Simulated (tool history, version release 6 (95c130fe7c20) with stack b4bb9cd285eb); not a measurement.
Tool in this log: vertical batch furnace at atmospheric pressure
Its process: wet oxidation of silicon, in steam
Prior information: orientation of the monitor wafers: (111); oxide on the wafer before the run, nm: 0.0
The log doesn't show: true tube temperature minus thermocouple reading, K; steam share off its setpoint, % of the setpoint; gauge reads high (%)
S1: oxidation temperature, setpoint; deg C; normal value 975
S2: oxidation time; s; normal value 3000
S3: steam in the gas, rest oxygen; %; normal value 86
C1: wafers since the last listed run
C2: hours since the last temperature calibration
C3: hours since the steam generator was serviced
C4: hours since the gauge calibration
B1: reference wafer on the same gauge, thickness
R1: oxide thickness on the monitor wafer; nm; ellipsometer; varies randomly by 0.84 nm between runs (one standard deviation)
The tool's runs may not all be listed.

Run 1, hour 0: usual settings; C1 0; C2 1528.7; C3 317.2; C4 1098.6; B1 411.82. Result: R1 370.8 nm.
Run 2, hour 94.5: usual settings; C1 673; C2 1623.2; C3 411.7; C4 1193.1; B1 412.02. Result: R1 372.44 nm.
Run 3, hour 151.3: usual settings; C1 405; C2 1680; C3 468.5; C4 1249.9; B1 412.09. Result: R1 370.68 nm.
Run 4, hour 246.8: usual settings but S3 90 %; C1 681; C2 1775.5; C3 564; C4 1345.4; B1 412.23. Result: R1 383.76 nm.
Run 5, hour 323.7: usual settings but S3 90 %; C1 548; C2 1852.4; C3 640.9; C4 1422.3; B1 411.97. Result: R1 383.95 nm.
Run 6, hour 363: usual settings but S3 77 %; C1 280; C2 1891.7; C3 680.2; C4 1461.6; B1 411.9. Result: R1 345.87 nm.
Run 7, hour 401.3: usual settings but S3 77 %; C1 273; C2 1930; C3 718.5; C4 1499.9; B1 411.75. Result: R1 346.31 nm.
Run 8, hour 439.5: usual settings but S3 77 %; C1 272; C2 1968.2; C3 756.7; C4 1538.1; B1 411.82. Result: R1 348.67 nm.
Run 9, hour 485.9: usual settings but S3 89 %; C1 330; C2 2014.6; C3 803.1; C4 1584.5; B1 412.33. Result: R1 381.76 nm.
At hour 496.3: gauge calibrated.
Run 10, hour 566.7: usual settings but S2 4470 s; C1 576; C2 2095.4; C3 883.9; C4 70.4; B1 411.87. Result: R1 484.85 nm.
Run 11, hour 605.5: usual settings but S2 3510 s; C1 276; C2 2134.2; C3 922.7; C4 109.2; B1 411.54. Result: R1 415.19 nm.
Run 12, hour 669.3: usual settings; C1 454; C2 2198; C3 986.5; C4 173; B1 411.84. Result: R1 375.26 nm.
Run 13, hour 718.5: usual settings but S3 77 %; C1 350; C2 2247.2; C3 1035.7; C4 222.2; B1 412.08. Result: R1 348.53 nm.
Run 14, hour 765.9: usual settings but S2 3510 s; C1 338; C2 2294.6; C3 1083.1; C4 269.6; B1 412.05. Result: R1 414.47 nm.
At hour 998.4: thermocouples replaced and temperature profile calibrated.
Run 15, hour 1071.7: usual settings but S2 3630 s; C1 2009; C2 73.3; C3 1388.9; C4 575.4; B1 412.08. Result: R1 412.75 nm.
Run 16, hour 1167.1: usual settings; C1 680; C2 168.7; C3 1484.3; C4 670.8; B1 411.8. Result: R1 364.3 nm.
At hour 1199.9: steam generator serviced.
Run 17, hour 1260.5: usual settings but S2 1860 s, S3 91 %; C1 494; C2 262.1; C3 60.6; C4 764.2; B1 412.06. Result: R1 273.36 nm.
Run 18, hour 1328.7: usual settings but S1 995 deg C, S2 2490 s, S3 91 %; C1 486; C2 330.3; C3 128.8; C4 832.4; B1 412.36. Result: R1 383.61 nm.
Run 19, hour 1554.1: usual settings but S2 4320 s, S3 95 %; C1 1607; C2 555.7; C3 354.2; C4 1057.8; B1 412.15. Result: R1 496.01 nm.

Here are 4 independent what-if runs from the current tool condition. What would each one return?
Run A, hour 1559.7: usual settings but S1 995 deg C; C1 39; C2 561.3; C3 359.8; C4 1063.4; B1 ?. Result: R1 ?.
Run B, hour 1559.7: usual settings but S2 3750 s; C1 39; C2 561.3; C3 359.8; C4 1063.4; B1 ?. Result: R1 ?.
Run C, hour 1559.7: usual settings but S1 982 deg C, S2 2580 s, S3 79 %; C1 39; C2 561.3; C3 359.8; C4 1063.4; B1 ?. Result: R1 ?.
Run D, hour 1559.7: usual settings but S1 955 deg C, S2 2220 s, S3 76 %; C1 39; C2 561.3; C3 359.8; C4 1063.4; B1 ?. Result: R1 ?.

run      B1      R1
  A  412.11  418.81
  B  412.11  426.08
  C  412.11   329.5
  D  412.11  232.61
Had the tool no hidden state, the same runs would have come out as:
run      R1
  A  415.06
  B  421.97
  C  326.09
  D   229.6
